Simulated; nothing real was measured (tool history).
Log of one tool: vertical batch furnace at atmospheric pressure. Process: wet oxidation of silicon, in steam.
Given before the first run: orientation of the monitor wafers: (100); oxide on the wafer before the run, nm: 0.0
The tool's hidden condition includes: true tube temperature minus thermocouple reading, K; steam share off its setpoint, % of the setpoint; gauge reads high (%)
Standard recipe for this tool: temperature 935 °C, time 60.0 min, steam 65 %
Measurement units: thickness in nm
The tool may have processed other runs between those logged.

run   hour  temperature  time  steam  wafers since the last listed run  hours since the last temperature calibration  hours since the steam generator was serviced  hours since the gauge calibration  read-back reference wafer on the same gauge, thickness  thickness
  1    0.0          942  60.0     69                                 0                                        1031.2                                        1344.0                              229.8                                                  167.99     177.78
  2   18.6          942  60.0     69                               318                                        1049.8                                        1362.6                              248.4                                                  167.98     176.88
  3   52.8          942  60.0     69                               586                                        1084.0                                        1396.8                              282.6                                                  168.04     177.06
  4   74.2          935  60.0     65                               366                                        1105.4                                        1418.2                              304.0                                                  167.98     154.47
  5  107.1          935  60.0     65                               563                                        1138.3                                        1451.1                              336.9                                                  167.95     155.69
  6  127.8          935  60.0     65                               354                                        1159.0                                        1471.8                              357.6                                                  167.97     155.52
  7  150.7          935  60.0     65                               392                                        1181.9                                        1494.7                              380.5                                                  168.01     154.71
  8  170.8          935  60.0     65                               344                                        1202.0                                        1514.8                              400.6                                                  167.94     154.96
  9  195.0          935  60.0     65                               414                                        1226.2                                        1539.0                              424.8                                                  168.04     154.15
 10  210.9          935  60.0     65                               272                                        1242.1                                        1554.9                              440.7                                                  168.09     154.20
 11  240.7          935  60.0     65                               510                                        1271.9                                        1584.7                              470.5                                                  168.12     154.36
     251.6  -- gauge calibrated
 12  268.0          935  60.0     65                               467                                        1299.2                                        1612.0                               16.4                                                  168.03     155.24
 13  283.5          935  60.0     65                               265                                        1314.7                                        1627.5                               31.9                                                  168.13     154.05
 14  295.7          949  60.0     60                               209                                        1326.9                                        1639.7                               44.1                                                  168.11     167.41
 15  317.4          912  76.0     57                               371                                        1348.6                                        1661.4                               65.8                                                  168.00     129.05
     355.5  -- steam generator serviced
 16  356.0          935  60.0     65                               250                                        1387.2                                           0.5                              104.4                                                  168.05     162.84
 17  374.9          952  60.0     71                               323                                        1406.1                                          19.4                              123.3                                                  167.91     211.50
     415.7  -- thermocouples replaced and temperature profile calibrated
 18  416.2          935  60.0     54                               296                                           0.5                                          60.7                              164.6                                                  168.03     138.65
 19  433.1          935  60.0     65                               289                                          17.4                                          77.6                              181.5                                                  167.99     163.06
 20  467.3          935  60.0     65                               586                                          51.6                                         111.8                              215.7                                                  167.97     162.77
 21  498.7          948  60.0     68                               538                                          83.0                                         143.2                              247.1                                                  168.11     194.53
 22  530.0          950  78.0     65                               536                                         114.3                                         174.5                              278.4                                                  167.91     235.66
 23  542.6          953  38.5     55                               215                                         126.9                                         187.1                              291.0                                                  167.91     117.19
 24  577.9          943  60.0     57                               604                                         162.2                                         222.4                              326.3                                                  168.03     159.32
 25  597.2          935  48.5     55                               330                                         181.5                                         241.7                              345.6                                                  167.93     116.21
 26  614.9          935  60.0     69                               303                                         199.2                                         259.4                              363.3                                                  167.93     169.73
 27  632.2          928  75.5     60                               296                                         216.5                                         276.7                              380.6                                                  168.04     170.42

Predict each of these 3 candidate next runs independently; none follows another, all start after run 27:
  A  636.9          935  60.0     55                                80                                         221.2                                         281.4                              385.3                                                       ?          ?
  B  636.9          920  60.0     69                                80                                         221.2                                         281.4                              385.3                                                       ?          ?
  C  636.9          950  47.5     65                                80                                         221.2                                         281.4                              385.3                                                       ?          ?

run  read-back reference wafer on the same gauge, thickness  thickness
  A                                                  167.97     140.16
  B                                                  167.97     144.11
  C                                                  167.97     156.63
With no hidden state in the tool, these same runs would have given:
run  thickness
  A     141.99
  B     146.01
  C     158.62
